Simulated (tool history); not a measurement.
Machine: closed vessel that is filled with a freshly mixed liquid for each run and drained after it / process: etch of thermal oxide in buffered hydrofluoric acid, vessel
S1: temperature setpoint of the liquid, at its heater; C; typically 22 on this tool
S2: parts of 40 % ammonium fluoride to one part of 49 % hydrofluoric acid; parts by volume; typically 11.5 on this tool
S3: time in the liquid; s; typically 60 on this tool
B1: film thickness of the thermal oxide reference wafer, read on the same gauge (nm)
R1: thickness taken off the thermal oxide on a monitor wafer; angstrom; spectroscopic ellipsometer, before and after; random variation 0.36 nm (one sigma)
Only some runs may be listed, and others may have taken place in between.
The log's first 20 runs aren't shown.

run    hour    S1    S2  S3      B1      R1
 21  1147.9  18.5  13.5  85  109.98   571.9
 22  1210.8    22   9.5  60  110.04   671.4
 23  1236.6    22  11.5  60  110.06   582.3
 24  1267.7    22  11.5  60     110   576.9
 25  1320.2    22   9.5  90  109.98  1024.2
 26  1391.8    22  11.5  60  110.01   592.9
 27  1471.1  19.5    14  45  109.97   316.6
 28  1530.6  19.5     7  60     110   813.8
 29  1578.9    22   9.5  60  109.97   690.3
 30  1639.9  19.5  10.5  30  110.04   280.1
 31  1682.6    25   9.5  90  109.96  1209.5
 32  1748.7    17    15  45     110     258

5 options for the next run, each taken on its own from the tool as it stands now. Forecast them:
  A  1749.4    22  12.5  60   ?   ?
  B  1749.4    25   9.5  60   ?   ?
  C  1749.4  18.5  11.5  95   ?   ?
  D  1749.4    22  11.5  30   ?   ?
  E  1749.4    17  11.5  60   ?   ?

run      B1     R1
  A  109.97  543.6
  B  109.97  808.8
  C  109.97  767.7
  D  109.97  294.8
  E  109.97  445.3
With the hidden condition removed and each run's random variation left untouched, the same runs would have given:
run     R1
  A  505.7
  B  765.1
  C  714.2
  D  274.3
  E  414.2
